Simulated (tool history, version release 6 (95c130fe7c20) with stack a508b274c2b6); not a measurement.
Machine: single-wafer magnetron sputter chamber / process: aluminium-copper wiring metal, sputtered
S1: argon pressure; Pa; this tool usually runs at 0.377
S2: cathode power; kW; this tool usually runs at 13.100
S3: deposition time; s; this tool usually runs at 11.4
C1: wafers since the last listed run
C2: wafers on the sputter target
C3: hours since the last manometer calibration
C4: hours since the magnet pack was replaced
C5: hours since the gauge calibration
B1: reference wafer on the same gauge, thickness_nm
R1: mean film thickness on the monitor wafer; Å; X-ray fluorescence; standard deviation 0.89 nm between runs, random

run   hour     S1      S2    S3    C1    C2      C3      C4     C5       B1       R1
  1    0.0  0.297  13.100  11.4     0  1328  1304.7  4372.8  239.6  250.096  2504.65
  2   28.2  0.297  13.100  11.4   740  2068  1332.9  4401.0  267.8  250.092  2499.08
  3   79.3  0.297  13.100  11.4  1340  3409  1384.0  4452.1  318.9  249.946  2508.17
  4   99.0  0.377  14.100  11.4   516  3926  1403.7  4471.8  338.6  250.010  2537.23
  5  134.6  0.377  14.100  11.4   934  4860  1439.3  4507.4  374.2  250.279  2535.99
     185.4  -- sputter target and shields replaced
     229.6  -- capacitance manometer re-zeroed and calibrated
  6  235.9  0.467  13.100  10.4  2238  1114     6.3  4608.7  475.5  250.024  2160.89
  7  257.2  0.467  13.100  10.4   558  1673    27.6  4630.0  496.8  250.011  2170.18
  8  274.4  0.377  13.100  10.8   451  2125    44.8  4647.2  514.0  249.976  2314.26
  9  287.3  0.377  13.100  10.8   338  2463    57.7  4660.1  526.9  250.040  2297.04
 10  302.3  0.416  13.100  13.1   393  2857    72.7  4675.1  541.9  250.149  2769.82
     324.6  -- magnet pack replaced
 11  326.8  0.416  13.100  13.1   433  3290    97.2     2.2  566.4  250.111  2745.25
     344.4  -- gauge calibrated
 12  357.0  0.273  11.600  10.6   792  4082   127.4    32.4   12.6  250.158  2149.28
     384.9  -- sputter target and shields replaced
 13  385.4  0.273  11.600  10.6   535    13   155.8    60.8   41.0  249.765  2193.41
 14  408.9  0.300  12.100   9.4   616   629   179.3    84.3   64.5  250.000  1979.06
 15  513.9  0.377  11.000  10.5  2755  3385   284.3   189.3  169.5  249.784  2019.98
 16  532.8  0.377  11.700  11.4   495  3881   303.2   208.2  188.4  250.161  2268.44
 17  546.3  0.377  13.100   9.8   354  4235   316.7   221.7  201.9  249.867  2078.68
 18  570.3  0.377  13.100  11.4   629  4865   340.7   245.7  225.9  249.797  2414.75

Consider 5 possible next runs. They are alternatives, not a sequence: every one starts from the tool as it was left by run 18. What does each give?
  A  570.7  0.377  13.100  11.4  10  4875  341.1  246.1  226.3   ?   ?
  B  570.7  0.489  14.200  10.3  10  4875  341.1  246.1  226.3   ?   ?
  C  570.7  0.377  11.200  11.4  10  4875  341.1  246.1  226.3   ?   ?
  D  570.7  0.377  13.100  13.2  10  4875  341.1  246.1  226.3   ?   ?
  E  570.7  0.377  13.100  12.0  10  4875  341.1  246.1  226.3   ?   ?

run       B1       R1
  A  249.786  2408.82
  B  249.786  2206.90
  C  249.786  2192.88
  D  249.786  2789.16
  E  249.786  2535.60
With no hidden state in the tool, these same runs would have given:
run       R1
  A  2453.65
  B  2247.97
  C  2233.69
  D  2841.07
  E  2582.79
